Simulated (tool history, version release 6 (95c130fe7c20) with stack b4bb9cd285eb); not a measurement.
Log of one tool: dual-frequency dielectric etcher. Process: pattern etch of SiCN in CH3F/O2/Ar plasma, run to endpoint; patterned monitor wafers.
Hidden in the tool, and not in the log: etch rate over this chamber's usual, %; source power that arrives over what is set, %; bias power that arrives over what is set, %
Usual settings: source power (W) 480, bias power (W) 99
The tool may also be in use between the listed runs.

run     day  source power (W)  bias power (W)  wafers since the last listed run  hours since the last wet clean  hours since the last source power generator calibration  hours since the last bias power generator calibration  hours since the last upper electrode change  incoming incoming film thickness, nm  endpoint time (s)
  1       0               480              99                                 0                           407.1                                                   1828.7                                                 4019.2                                         5694                                 10.02               20.5
  2   0.338               480              99                               104                           415.2                                                   1836.8                                                 4027.3                                       5702.1                                 10.02               20.6
  3   1.008               400              99                               207                           431.3                                                   1852.9                                                 4043.4                                       5718.2                                 10.09               21.6
  4   1.829               400              99                               253                             451                                                   1872.6                                                 4063.1                                       5737.9                                  9.95               21.4
  5   2.138               400              99                                95                           458.4                                                     1880                                                 4070.5                                       5745.3                                 10.05               21.5
  6   2.604               480              99                               144                           469.6                                                   1891.2                                                 4081.7                                       5756.5                                   9.9               20.2
      3.858  -- upper electrode replaced
      4.704  -- wet clean of the chamber
       4.75  -- source power generator calibrated
  7   4.771               480              99                                84                             1.6                                                      0.5                                                 4133.7                                         21.9                                  9.99                 21
  8   4.783               480              99                                 3                             1.9                                                      0.8                                                   4134                                         22.2                                 10.04               21.1
  9     4.8               480              99                                 5                             2.3                                                      1.2                                                 4134.4                                         22.6                                 10.11               21.3
 10   4.812               480              99                                 3                             2.6                                                      1.5                                                 4134.7                                         22.9                                  10.1               21.3
 11   5.162               480              74                               108                              11                                                      9.9                                                 4143.1                                         31.3                                 10.13               24.3
 12   5.883               380              99                               222                            28.3                                                     27.2                                                 4160.4                                         48.6                                  9.98               22.4
 13   6.338               380              82                               140                            39.2                                                     38.1                                                 4171.3                                         59.5                                  9.96               24.1
 14   6.858               380              79                               161                            51.7                                                     50.6                                                 4183.8                                           72                                  9.99               24.7
      7.208  -- bias power generator calibrated
 15   7.554               410              99                               163                            68.4                                                     67.3                                                    8.3                                         88.7                                  9.89               21.5
 16   7.833               590              83                                86                            75.1                                                       74                                                     15                                         95.4                                  9.96               21.2
 17   8.096               480              99                                81                            81.4                                                     80.3                                                   21.3                                        101.7                                  9.97               20.9
 18   8.462               590              99                               113                            90.2                                                     89.1                                                   30.1                                        110.5                                  9.86               19.3
 19   9.204               480              99                               229                             108                                                    106.9                                                   47.9                                        128.3                                  9.95               20.8
 20   9.867               510              85                               204                           123.9                                                    122.8                                                   63.8                                        144.2                                 10.09               22.1
 21  10.183               580              89                                97                           131.5                                                    130.4                                                   71.4                                        151.8                                 10.05               20.7

Forecast each of these 3 alternatives for the next run:
  A  10.2               480              99                                 5                           131.9                                                    130.8                                                   71.8                                        152.2                                  9.95                  ?
  B  10.2               540             119                                 5                           131.9                                                    130.8                                                   71.8                                        152.2                                  9.95                  ?
  C  10.2               530              81                                 5                           131.9                                                    130.8                                                   71.8                                        152.2                                  9.95                  ?

run  endpoint time (s)
  A               20.7
  B               18.5
  C               21.9
Without the tool's hidden state the same runs would have given:
run  endpoint time (s)
  A               20.9
  B               18.7
  C               22.1

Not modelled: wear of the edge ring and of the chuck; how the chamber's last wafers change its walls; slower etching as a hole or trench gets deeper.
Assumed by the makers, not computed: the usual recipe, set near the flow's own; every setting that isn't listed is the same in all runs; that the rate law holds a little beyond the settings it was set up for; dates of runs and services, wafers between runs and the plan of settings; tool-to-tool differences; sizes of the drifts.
